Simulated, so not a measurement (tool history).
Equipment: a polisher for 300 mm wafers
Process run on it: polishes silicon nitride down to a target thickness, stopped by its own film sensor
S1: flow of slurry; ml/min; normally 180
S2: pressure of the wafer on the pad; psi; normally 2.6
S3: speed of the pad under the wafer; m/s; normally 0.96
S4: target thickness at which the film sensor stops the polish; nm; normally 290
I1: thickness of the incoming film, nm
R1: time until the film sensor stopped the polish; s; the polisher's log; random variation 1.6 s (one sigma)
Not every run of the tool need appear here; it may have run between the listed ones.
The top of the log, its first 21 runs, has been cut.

Run 22, hour 537.4: usual settings but S2 2.1 psi; I1 424.5. Result: R1 141.7 s.
Run 23, hour 568.1: usual settings; I1 413.5. Result: R1 103.1 s.
Run 24, hour 638.6: usual settings but S2 2.9 psi, S3 1.2 m/s, S4 311 nm; I1 418.8. Result: R1 71.9 s.
Run 25, hour 658.1: usual settings but S1 160 ml/min, S2 3.2 psi; I1 418.6. Result: R1 93.1 s.
At hour 667.6: worn pad replaced by a new one.
Run 26, hour 678.7: usual settings but S1 145 ml/min, S2 2 psi, S3 1.22 m/s; I1 413.7. Result: R1 110.4 s.
At hour 691.9: head pressure recalibrated.
Run 27, hour 704.1: usual settings but S1 220 ml/min, S2 2.3 psi; I1 424.7. Result: R1 119.8 s.
At hour 724.2: slurry nozzle cleaned.
Run 28, hour 724.7: usual settings but S4 307 nm; I1 414.8. Result: R1 90.8 s.
Run 29, hour 746.1: usual settings; I1 427.6. Result: R1 114.7 s.
Run 30, hour 836.3: usual settings but S2 3.3 psi, S4 331 nm; I1 411.7. Result: R1 53.7 s.
Run 31, hour 854.5: usual settings but S1 150 ml/min, S2 3.4 psi, S3 0.74 m/s, S4 305 nm; I1 423. Result: R1 100.3 s.
At hour 866.6: worn pad replaced by a new one.
Run 32, hour 912.1: usual settings; I1 416.9. Result: R1 108.4 s.
Run 33, hour 939.1: usual settings but S1 205 ml/min, S3 1.16 m/s; I1 420.3. Result: R1 92.3 s.
Run 34, hour 974.7: usual settings; I1 421.7. Result: R1 112 s.
Run 35, hour 995.6: usual settings but S1 130 ml/min; I1 420.3. Result: R1 116.8 s.

What if the next run were any one of these 4? Each begins from the tool's condition after run 35:
Run A, hour 996.1: usual settings but S2 1.9 psi; I1 413. Result: R1 ?.
Run B, hour 996.1: usual settings but S4 315 nm; I1 413. Result: R1 ?.
Run C, hour 996.1: usual settings but S1 215 ml/min, S2 1.8 psi, S3 1.16 m/s, S4 250 nm; I1 413. Result: R1 ?.
Run D, hour 996.1: usual settings but S4 260 nm; I1 413. Result: R1 ?.

run     R1
  A  141.6
  B   83.9
  C  165.7
  D  131.1
Stripped of hidden state, with their random variation kept, the same runs would have yielded:
run     R1
  A    134
  B   79.4
  C  156.7
  D    124
